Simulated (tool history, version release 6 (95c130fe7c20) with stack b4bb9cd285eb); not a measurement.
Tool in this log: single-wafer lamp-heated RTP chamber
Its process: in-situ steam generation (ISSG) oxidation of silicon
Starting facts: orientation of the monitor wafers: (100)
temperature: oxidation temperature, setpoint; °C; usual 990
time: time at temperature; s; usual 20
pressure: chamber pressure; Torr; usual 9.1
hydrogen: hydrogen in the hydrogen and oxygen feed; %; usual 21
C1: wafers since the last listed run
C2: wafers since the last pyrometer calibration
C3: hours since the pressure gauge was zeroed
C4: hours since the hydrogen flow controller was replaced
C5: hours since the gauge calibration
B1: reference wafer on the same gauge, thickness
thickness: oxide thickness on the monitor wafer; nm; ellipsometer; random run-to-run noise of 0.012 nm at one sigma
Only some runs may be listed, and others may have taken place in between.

run 1 day=0.000 | temperature=990 time=20 pressure=9.1 hydrogen=21 | C1=0 C2=3036 C3=4940.7 C4=5857.5 C5=57.0 | B1=4.949 | thickness=5.150
run 2 day=1.408 | temperature=990 time=20 pressure=9.1 hydrogen=21 | C1=658 C2=3694 C3=4974.5 C4=5891.3 C5=90.8 | B1=4.951 | thickness=5.165
run 3 day=2.129 | temperature=990 time=20 pressure=9.1 hydrogen=21 | C1=336 C2=4031 C3=4991.8 C4=5908.6 C5=108.1 | B1=4.952 | thickness=5.163
run 4 day=3.396 | temperature=990 time=20 pressure=9.1 hydrogen=21 | C1=592 C2=4623 C3=5022.2 C4=5939.0 C5=138.5 | B1=4.948 | thickness=5.200
run 5 day=4.871 | temperature=990 time=20 pressure=9.1 hydrogen=21 | C1=689 C2=5312 C3=5057.6 C4=5974.4 C5=173.9 | B1=4.946 | thickness=5.161
run 6 day=5.512 | temperature=990 time=20 pressure=9.1 hydrogen=21 | C1=299 C2=5612 C3=5073.0 C4=5989.8 C5=189.3 | B1=4.952 | thickness=5.179
run 7 day=6.033 | temperature=990 time=20 pressure=9.1 hydrogen=21 | C1=243 C2=5856 C3=5085.5 C4=6002.3 C5=201.8 | B1=4.951 | thickness=5.194
run 8 day=7.258 | temperature=990 time=20 pressure=9.1 hydrogen=21 | C1=572 C2=6428 C3=5114.9 C4=6031.7 C5=231.2 | B1=4.952 | thickness=5.188
run 9 day=7.846 | temperature=990 time=20 pressure=9.1 hydrogen=21 | C1=274 C2=6703 C3=5129.0 C4=6045.8 C5=245.3 | B1=4.945 | thickness=5.197
-- day=8.429 pyrometer window cleaned and pyrometer calibrated
-- day=8.571 hydrogen flow controller replaced
run 10 day=11.604 | temperature=990 time=20 pressure=9.7 hydrogen=21 | C1=1534 C2=1416 C3=5219.2 C4=72.8 C5=335.5 | B1=4.952 | thickness=5.079
run 11 day=12.662 | temperature=990 time=20 pressure=9.1 hydrogen=21 | C1=494 C2=1911 C3=5244.6 C4=98.2 C5=360.9 | B1=4.950 | thickness=5.142
run 12 day=13.617 | temperature=975 time=20 pressure=9.1 hydrogen=21 | C1=445 C2=2357 C3=5267.5 C4=121.1 C5=383.8 | B1=4.953 | thickness=4.899
run 13 day=14.450 | temperature=975 time=20 pressure=9.1 hydrogen=21 | C1=389 C2=2747 C3=5287.5 C4=141.1 C5=403.8 | B1=4.954 | thickness=4.882
run 14 day=15.917 | temperature=990 time=20 pressure=9.1 hydrogen=21 | C1=685 C2=3432 C3=5322.7 C4=176.3 C5=439.0 | B1=4.948 | thickness=5.151
run 15 day=16.550 | temperature=990 time=24 pressure=8.6 hydrogen=14 | C1=296 C2=3728 C3=5337.9 C4=191.5 C5=454.2 | B1=4.948 | thickness=5.181
-- day=17.696 gauge calibrated
run 16 day=17.942 | temperature=999 time=25 pressure=9.5 hydrogen=21 | C1=650 C2=4379 C3=5371.3 C4=224.9 C5=5.9 | B1=4.951 | thickness=5.930
run 17 day=19.033 | temperature=990 time=20 pressure=9.1 hydrogen=21 | C1=510 C2=4889 C3=5397.5 C4=251.1 C5=32.1 | B1=4.950 | thickness=5.172
run 18 day=19.546 | temperature=978 time=14 pressure=8.4 hydrogen=27 | C1=239 C2=5129 C3=5409.8 C4=263.4 C5=44.4 | B1=4.955 | thickness=4.552
run 19 day=20.371 | temperature=984 time=14 pressure=9.1 hydrogen=21 | C1=385 C2=5514 C3=5429.6 C4=283.2 C5=64.2 | B1=4.950 | thickness=4.350
run 20 day=21.121 | temperature=985 time=20 pressure=9.1 hydrogen=21 | C1=350 C2=5865 C3=5447.6 C4=301.2 C5=82.2 | B1=4.948 | thickness=5.085
-- day=22.104 pressure gauge zeroed
run 21 day=23.075 | temperature=990 time=20 pressure=9.1 hydrogen=21 | C1=757 C2=6622 C3=23.3 C4=348.1 C5=129.1 | B1=4.954 | thickness=5.187
run 22 day=23.746 | temperature=990 time=14 pressure=9.1 hydrogen=21 | C1=313 C2=6936 C3=39.4 C4=364.2 C5=145.2 | B1=4.949 | thickness=4.431
run 23 day=24.975 | temperature=975 time=28 pressure=8.1 hydrogen=27 | C1=574 C2=7510 C3=68.9 C4=393.7 C5=174.7 | B1=4.948 | thickness=6.125
-- day=25.650 pyrometer window cleaned and pyrometer calibrated
run 24 day=25.846 | temperature=990 time=25 pressure=8.3 hydrogen=24 | C1=251 C2=92 C3=89.8 C4=414.6 C5=195.6 | B1=4.948 | thickness=5.904
run 25 day=26.717 | temperature=978 time=14 pressure=8.4 hydrogen=27 | C1=407 C2=499 C3=110.7 C4=435.5 C5=216.5 | B1=4.949 | thickness=4.530
run 26 day=27.729 | temperature=990 time=20 pressure=9.1 hydrogen=14 | C1=473 C2=972 C3=135.0 C4=459.8 C5=240.8 | B1=4.948 | thickness=4.708

Same runs, no hidden state in the tool, same run-to-run variation:
Hidden state present: true wafer temperature minus pyrometer reading, K; true pressure minus gauge reading, Torr; deviation of the hydrogen flow from its setpoint, %; gauge reads high (%).
run=1 thickness=5.118
run=2 thickness=5.127
run=3 thickness=5.123
run=4 thickness=5.154
run=5 thickness=5.110
run=6 thickness=5.126
run=7 thickness=5.138
run=8 thickness=5.128
run=9 thickness=5.135
run=10 thickness=5.062
run=11 thickness=5.121
run=12 thickness=4.878
run=13 thickness=4.857
run=14 thickness=5.117
run=15 thickness=5.143
run=16 thickness=5.876
run=17 thickness=5.127
run=18 thickness=4.517
run=19 thickness=4.313
run=20 thickness=5.034
run=21 thickness=5.126
run=22 thickness=4.383
run=23 thickness=6.044
run=24 thickness=5.897
run=25 thickness=4.523
run=26 thickness=4.696
